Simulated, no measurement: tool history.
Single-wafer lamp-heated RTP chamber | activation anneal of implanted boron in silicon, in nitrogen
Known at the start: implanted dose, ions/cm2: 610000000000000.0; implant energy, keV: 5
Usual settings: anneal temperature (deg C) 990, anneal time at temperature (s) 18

run    day  anneal temperature (deg C)  anneal time at temperature (s)  wafers since the last listed run  wafers since the last pyrometer calibration  wafers since the reflector plate was cleaned  hours since the gauge calibration  read-back reference wafer on the same gauge, sheet resistance  sheet resistance of the implanted and annealed layer (ohm/square)
  1  0.000                         990                              18                                 0                                         4538                                          6410                               61.1                                                         202.13                                                             233.19
  2  0.338                         990                              25                               129                                         4668                                          6540                               69.2                                                         202.03                                                             228.26
  3  1.883                         990                              25                               594                                         5262                                          7134                              106.3                                                         202.06                                                             227.79
  4  2.508                         990                              25                               240                                         5503                                          7374                              121.3                                                         202.02                                                             226.86
     3.042  -- gauge calibrated
  5  3.225                         978                              24                               275                                         5778                                          7650                                4.4                                                         202.05                                                             231.63
  6  3.783                         978                              24                               214                                         5993                                          7865                               17.8                                                         202.04                                                             230.86
     4.308  -- pyrometer window cleaned and pyrometer calibrated
  7  4.329                         978                              24                                81                                            8                                          7946                               30.9                                                         202.02                                                             242.78
     4.812  -- reflector plate cleaned
  8  4.912                        1011                              11                                96                                          104                                            38                               44.9                                                         202.09                                                             227.98
  9  5.312                         990                              26                               153                                          258                                           192                               54.5                                                         201.80                                                             231.85
 10  5.612                         990                              18                               115                                          373                                           308                               61.7                                                         201.95                                                             237.62
 11  6.354                         973                              21                               285                                          659                                           593                               79.5                                                         201.90                                                             248.73
 12  7.317                        1013                              11                               370                                         1029                                           963                              102.6                                                         202.15                                                             227.83
 13  7.779                        1014                              23                               177                                         1207                                          1141                              113.7                                                         201.85                                                             221.59
 14  8.517                         990                              18                               283                                         1490                                          1424                              131.4                                                         202.11                                                             235.56

4 ways to go on from here, each from the tool as it stands after run 14. What would each give?
     8.529  -- gauge calibrated
  A  8.533                         990                              12                                 6                                         1497                                          1431                                0.1                                                              ?                                                                  ?
     8.529  -- gauge calibrated
  B  8.533                         971                              15                                 6                                         1497                                          1431                                0.1                                                              ?                                                                  ?
     8.529  -- gauge calibrated
  C  8.533                         990                              29                                 6                                         1497                                          1431                                0.1                                                              ?                                                                  ?
     8.529  -- gauge calibrated
  D  8.533                         990                              22                                 6                                         1497                                          1431                                0.1                                                              ?                                                                  ?

run  read-back reference wafer on the same gauge, sheet resistance  sheet resistance of the implanted and annealed layer (ohm/square)
  A                                                         201.90                                                             239.55
  B                                                         201.90                                                             255.72
  C                                                         201.90                                                             230.63
  D                                                         201.90                                                             233.45
Without the tool's hidden state the same runs would have given:
run  sheet resistance of the implanted and annealed layer (ohm/square)
  A                                                             241.71
  B                                                             259.57
  C                                                             232.38
  D                                                             235.31

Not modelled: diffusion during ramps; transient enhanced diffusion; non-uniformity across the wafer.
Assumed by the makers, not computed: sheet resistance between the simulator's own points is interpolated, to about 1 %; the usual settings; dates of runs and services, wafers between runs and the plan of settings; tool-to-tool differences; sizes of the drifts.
